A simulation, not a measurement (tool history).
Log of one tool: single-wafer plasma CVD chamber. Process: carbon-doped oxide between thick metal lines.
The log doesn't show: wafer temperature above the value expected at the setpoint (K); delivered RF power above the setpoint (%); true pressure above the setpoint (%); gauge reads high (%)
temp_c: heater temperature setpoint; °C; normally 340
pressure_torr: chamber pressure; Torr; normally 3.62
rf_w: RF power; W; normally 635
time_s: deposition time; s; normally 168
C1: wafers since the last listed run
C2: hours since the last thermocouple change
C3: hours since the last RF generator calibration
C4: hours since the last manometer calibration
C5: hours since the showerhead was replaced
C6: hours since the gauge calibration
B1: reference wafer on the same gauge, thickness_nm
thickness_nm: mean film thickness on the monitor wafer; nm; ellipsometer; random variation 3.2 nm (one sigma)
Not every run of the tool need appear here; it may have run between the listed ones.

Run 1, hour 0.0: usual settings but time_s 161 s; C1 0; C2 2084.3; C3 863.0; C4 1062.1; C5 5387.8; C6 373.7; B1 829.022. Result: thickness_nm 934.889 nm.
Run 2, hour 25.4: usual settings but time_s 161 s; C1 142; C2 2109.7; C3 888.4; C4 1087.5; C5 5413.2; C6 399.1; B1 829.752. Result: thickness_nm 937.306 nm.
Run 3, hour 40.3: usual settings but time_s 161 s; C1 83; C2 2124.6; C3 903.3; C4 1102.4; C5 5428.1; C6 414.0; B1 829.950. Result: thickness_nm 939.075 nm.
Run 4, hour 72.6: usual settings but pressure_torr 3.40 Torr; C1 181; C2 2156.9; C3 935.6; C4 1134.7; C5 5460.4; C6 446.3; B1 829.726. Result: thickness_nm 972.727 nm.
Run 5, hour 98.3: usual settings but pressure_torr 3.40 Torr; C1 144; C2 2182.6; C3 961.3; C4 1160.4; C5 5486.1; C6 472.0; B1 829.996. Result: thickness_nm 976.526 nm.
Run 6, hour 131.5: usual settings but pressure_torr 3.40 Torr; C1 186; C2 2215.8; C3 994.5; C4 1193.6; C5 5519.3; C6 505.2; B1 829.783. Result: thickness_nm 977.601 nm.
Run 7, hour 159.9: usual settings; C1 159; C2 2244.2; C3 1022.9; C4 1222.0; C5 5547.7; C6 533.6; B1 829.378. Result: thickness_nm 978.900 nm.
At hour 165.4: gauge calibrated.
At hour 191.6: showerhead replaced.
At hour 196.8: thermocouple changed; heater temperature recalibrated.
Run 8, hour 256.9: usual settings; C1 470; C2 60.1; C3 1119.9; C4 1319.0; C5 65.3; C6 91.5; B1 829.835. Result: thickness_nm 977.370 nm.
Run 9, hour 272.2: usual settings but rf_w 675 W; C1 85; C2 75.4; C3 1135.2; C4 1334.3; C5 80.6; C6 106.8; B1 829.017. Result: thickness_nm 999.301 nm.
Run 10, hour 296.7: usual settings but temp_c 329 °C, rf_w 575 W; C1 137; C2 99.9; C3 1159.7; C4 1358.8; C5 105.1; C6 131.3; B1 829.431. Result: thickness_nm 962.355 nm.

Estimate the outcome of run 11 from the log above:
Run 11, hour 311.1: usual settings but temp_c 353 °C; C1 80; C2 114.3; C3 1174.1; C4 1373.2; C5 119.5; C6 145.7; B1 ?. Result: thickness_nm ?.

Run 11 came out at B1 829.622, thickness_nm 945.778 nm.
On a tool with no hidden condition, and with the same random variation, this run would have come out at thickness_nm 989.866 nm.
